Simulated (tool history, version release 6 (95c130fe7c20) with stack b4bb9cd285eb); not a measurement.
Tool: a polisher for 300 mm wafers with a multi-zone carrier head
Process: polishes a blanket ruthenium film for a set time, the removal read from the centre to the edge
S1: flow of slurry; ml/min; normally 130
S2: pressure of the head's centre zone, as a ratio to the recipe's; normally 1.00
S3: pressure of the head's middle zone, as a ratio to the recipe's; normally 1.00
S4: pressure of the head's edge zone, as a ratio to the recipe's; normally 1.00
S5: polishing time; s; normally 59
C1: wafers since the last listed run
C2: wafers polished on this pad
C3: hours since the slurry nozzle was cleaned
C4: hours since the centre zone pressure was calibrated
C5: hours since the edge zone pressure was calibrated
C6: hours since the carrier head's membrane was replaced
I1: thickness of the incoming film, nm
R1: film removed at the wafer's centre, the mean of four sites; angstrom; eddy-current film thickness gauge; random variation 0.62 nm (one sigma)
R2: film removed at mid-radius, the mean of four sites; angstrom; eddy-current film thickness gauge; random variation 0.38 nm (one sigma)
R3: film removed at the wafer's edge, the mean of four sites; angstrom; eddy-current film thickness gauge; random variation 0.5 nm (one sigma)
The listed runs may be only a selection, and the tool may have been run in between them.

Run 1, day 0.000: usual settings; C1 0; C2 832; C3 575.9; C4 538.0; C5 492.7; C6 1211.7; I1 406.3. Result: R1 434 angstrom, R2 427 angstrom, R3 427 angstrom.
Run 2, day 4.279: usual settings; C1 745; C2 1578; C3 678.6; C4 640.7; C5 595.4; C6 1314.4; I1 398.2. Result: R1 423 angstrom, R2 418 angstrom, R3 431 angstrom.
At day 5.938: edge zone pressure recalibrated.
Run 3, day 7.967: usual settings; C1 627; C2 2206; C3 767.1; C4 729.2; C5 48.7; C6 1402.9; I1 397.9. Result: R1 423 angstrom, R2 417 angstrom, R3 419 angstrom.
At day 8.238: worn pad replaced by a new one.
Run 4, day 11.425: usual settings; C1 573; C2 555; C3 850.1; C4 812.2; C5 131.7; C6 1485.9; I1 401.0. Result: R1 406 angstrom, R2 408 angstrom, R3 410 angstrom.
Run 5, day 15.571: usual settings; C1 722; C2 1277; C3 949.6; C4 911.7; C5 231.2; C6 1585.4; I1 399.1. Result: R1 387 angstrom, R2 398 angstrom, R3 415 angstrom.
At day 16.121: slurry nozzle cleaned.
Run 6, day 18.058: usual settings; C1 426; C2 1703; C3 46.5; C4 971.4; C5 290.9; C6 1645.1; I1 400.9. Result: R1 439 angstrom, R2 443 angstrom, R3 440 angstrom.
Run 7, day 20.212: usual settings; C1 375; C2 2079; C3 98.2; C4 1023.1; C5 342.6; C6 1696.8; I1 399.0. Result: R1 443 angstrom, R2 434 angstrom, R3 442 angstrom.
Run 8, day 22.175: usual settings but S4 0.92; C1 341; C2 2421; C3 145.3; C4 1070.2; C5 389.7; C6 1743.9; I1 406.4. Result: R1 435 angstrom, R2 439 angstrom, R3 432 angstrom.
At day 22.454: worn pad replaced by a new one.
At day 24.550: carrier head's membrane replaced by a new one.
Run 9, day 26.596: usual settings but S4 0.92; C1 704; C2 685; C3 251.4; C4 1176.3; C5 495.8; C6 49.1; I1 401.6. Result: R1 431 angstrom, R2 445 angstrom, R3 428 angstrom.
Run 10, day 28.146: usual settings but S3 1.08; C1 270; C2 955; C3 288.6; C4 1213.5; C5 533.0; C6 86.3; I1 405.1. Result: R1 436 angstrom, R2 471 angstrom, R3 444 angstrom.
Run 11, day 30.350: usual settings but S1 170 ml/min, S2 0.96, S4 0.94; C1 384; C2 1339; C3 341.5; C4 1266.4; C5 585.9; C6 139.2; I1 403.7. Result: R1 453 angstrom, R2 462 angstrom, R3 450 angstrom.
Run 12, day 32.475: usual settings but S5 42 s; C1 370; C2 1709; C3 392.5; C4 1317.4; C5 636.9; C6 190.2; I1 407.0. Result: R1 309 angstrom, R2 312 angstrom, R3 313 angstrom.
At day 34.012: edge zone pressure recalibrated.
At day 35.612: centre zone pressure recalibrated.
Run 13, day 36.562: usual settings but S1 150 ml/min, S2 1.09, S3 1.07, S4 1.05; C1 683; C2 2392; C3 490.6; C4 22.8; C5 61.2; C6 288.3; I1 402.2. Result: R1 490 angstrom, R2 475 angstrom, R3 465 angstrom.
At day 37.404: worn pad replaced by a new one.
Run 14, day 48.425: usual settings but S1 90 ml/min, S2 1.11, S3 1.03, S5 68 s; C1 2037; C2 1920; C3 775.3; C4 307.5; C5 345.9; C6 573.0; I1 397.0. Result: R1 458 angstrom, R2 426 angstrom, R3 452 angstrom.
Run 15, day 51.092: usual settings but S1 95 ml/min, S3 0.91, S4 1.09; C1 464; C2 2385; C3 839.3; C4 371.5; C5 409.9; C6 637.0; I1 401.7. Result: R1 352 angstrom, R2 341 angstrom, R3 407 angstrom.
At day 51.392: slurry nozzle cleaned.
At day 51.433: worn pad replaced by a new one.
Run 16, day 55.421: usual settings but S1 145 ml/min, S2 0.93, S5 77 s; C1 739; C2 694; C3 96.7; C4 475.4; C5 513.8; C6 740.9; I1 402.5. Result: R1 543 angstrom, R2 589 angstrom, R3 577 angstrom.
Run 17, day 57.242: usual settings; C1 317; C2 1011; C3 140.4; C4 519.1; C5 557.5; C6 784.6; I1 397.6. Result: R1 429 angstrom, R2 443 angstrom, R3 447 angstrom.
At day 58.054: edge zone pressure recalibrated.
Run 18, day 59.171: usual settings but S2 0.90, S3 0.91, S5 51 s; C1 321; C2 1333; C3 186.7; C4 565.4; C5 26.8; C6 830.9; I1 401.5. Result: R1 331 angstrom, R2 349 angstrom, R3 374 angstrom.
At day 64.012: worn pad replaced by a new one.
Run 19, day 67.529: usual settings but S1 110 ml/min, S2 0.89, S3 0.96; C1 1427; C2 612; C3 387.3; C4 766.0; C5 227.4; C6 1031.5; I1 399.9. Result: R1 358 angstrom, R2 404 angstrom, R3 422 angstrom.
Run 20, day 71.250: usual settings; C1 648; C2 1260; C3 476.6; C4 855.3; C5 316.7; C6 1120.8; I1 405.4. Result: R1 441 angstrom, R2 433 angstrom, R3 440 angstrom.
Run 21, day 72.971: usual settings; C1 299; C2 1560; C3 517.9; C4 896.6; C5 358.0; C6 1162.1; I1 394.5. Result: R1 422 angstrom, R2 428 angstrom, R3 428 angstrom.

Predict each of these 4 candidate next runs independently; none follows another, all start after run 21:
Run A, day 72.988: usual settings but S3 1.05; C1 2; C2 1563; C3 518.3; C4 897.0; C5 358.4; C6 1162.5; I1 401.6. Result: R1 ?, R2 ?, R3 ?.
Run B, day 72.988: usual settings but S3 0.90, S5 51 s; C1 2; C2 1563; C3 518.3; C4 897.0; C5 358.4; C6 1162.5; I1 401.6. Result: R1 ?, R2 ?, R3 ?.
Run C, day 72.988: usual settings but S3 0.94, S5 52 s; C1 2; C2 1563; C3 518.3; C4 897.0; C5 358.4; C6 1162.5; I1 401.6. Result: R1 ?, R2 ?, R3 ?.
Run D, day 72.988: usual settings but S2 0.92, S3 1.11, S4 0.94, S5 39 s; C1 2; C2 1563; C3 518.3; C4 897.0; C5 358.4; C6 1162.5; I1 401.6. Result: R1 ?, R2 ?, R3 ?.

run   R1   R2   R3
  A  434  452  433
  B  375  343  375
  C  382  363  382
  D  264  313  278
The same runs, with their run-to-run variation unchanged, on a tool lacking any hidden condition would have given:
run   R1   R2   R3
  A  448  464  441
  B  386  352  382
  C  394  372  389
  D  272  322  283

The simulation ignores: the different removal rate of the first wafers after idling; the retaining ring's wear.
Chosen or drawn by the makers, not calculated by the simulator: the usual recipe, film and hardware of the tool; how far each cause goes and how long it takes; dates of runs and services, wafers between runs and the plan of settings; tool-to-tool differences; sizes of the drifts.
